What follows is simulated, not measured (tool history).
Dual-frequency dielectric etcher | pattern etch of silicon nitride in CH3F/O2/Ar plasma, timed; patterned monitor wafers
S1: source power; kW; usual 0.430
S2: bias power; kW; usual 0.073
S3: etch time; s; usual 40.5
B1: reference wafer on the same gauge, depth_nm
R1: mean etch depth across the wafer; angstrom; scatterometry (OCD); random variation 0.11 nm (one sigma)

| run | hour | S1 | S2 | S3 | B1 | R1 |
|---|---|---|---|---|---|---|
| 1 | 0.0 | 0.430 | 0.073 | 40.5 | 31.13 | 286.8 |
| 2 | 17.6 | 0.430 | 0.073 | 40.5 | 31.07 | 287.6 |
| 3 | 32.3 | 0.430 | 0.073 | 40.5 | 31.05 | 286.9 |
|  | 58.1 | upper electrode replaced, of another model than before |
| 4 | 58.6 | 0.400 | 0.073 | 40.5 | 31.05 | 278.3 |
| 5 | 58.9 | 0.400 | 0.073 | 40.5 | 31.10 | 277.7 |
|  | 74.9 | source power generator calibrated |
|  | 77.8 | bias power generator calibrated |
| 6 | 78.3 | 0.400 | 0.073 | 40.5 | 31.10 | 278.4 |
| 7 | 80.7 | 0.430 | 0.073 | 40.5 | 31.06 | 284.9 |
| 8 | 87.0 | 0.430 | 0.066 | 40.5 | 31.12 | 279.4 |
| 9 | 94.4 | 0.430 | 0.073 | 40.5 | 31.07 | 285.3 |
|  | 110.4 | gauge calibrated |
| 10 | 124.9 | 0.380 | 0.090 | 35.5 | 31.14 | 250.6 |
|  | 154.0 | wet clean of the chamber |
| 11 | 154.5 | 0.430 | 0.073 | 48.0 | 31.11 | 355.3 |
| 12 | 154.8 | 0.490 | 0.073 | 40.5 | 31.12 | 309.3 |
| 13 | 164.2 | 0.430 | 0.073 | 37.0 | 31.11 | 269.6 |
| 14 | 172.1 | 0.490 | 0.058 | 40.5 | 31.11 | 295.3 |
| 15 | 179.5 | 0.430 | 0.073 | 40.5 | 31.11 | 294.7 |
| 16 | 186.4 | 0.430 | 0.073 | 48.0 | 31.10 | 350.7 |
| 17 | 193.1 | 0.430 | 0.058 | 32.0 | 31.10 | 223.5 |

The same runs without the tool's hidden state, with the same run-to-run variation:
The hidden state here: etch rate over this chamber's usual, %; source power that arrives over what is set, %; bias power that arrives over what is set, %; gauge reads high (%).
| run | R1 |
|---|---|
| 1 | 294.6 |
| 2 | 296.0 |
| 3 | 295.9 |
| 4 | 287.9 |
| 5 | 287.3 |
| 6 | 288.6 |
| 7 | 295.5 |
| 8 | 289.9 |
| 9 | 296.4 |
| 10 | 261.3 |
| 11 | 353.7 |
| 12 | 308.0 |
| 13 | 268.7 |
| 14 | 294.5 |
| 15 | 294.3 |
| 16 | 350.4 |
| 17 | 223.5 |
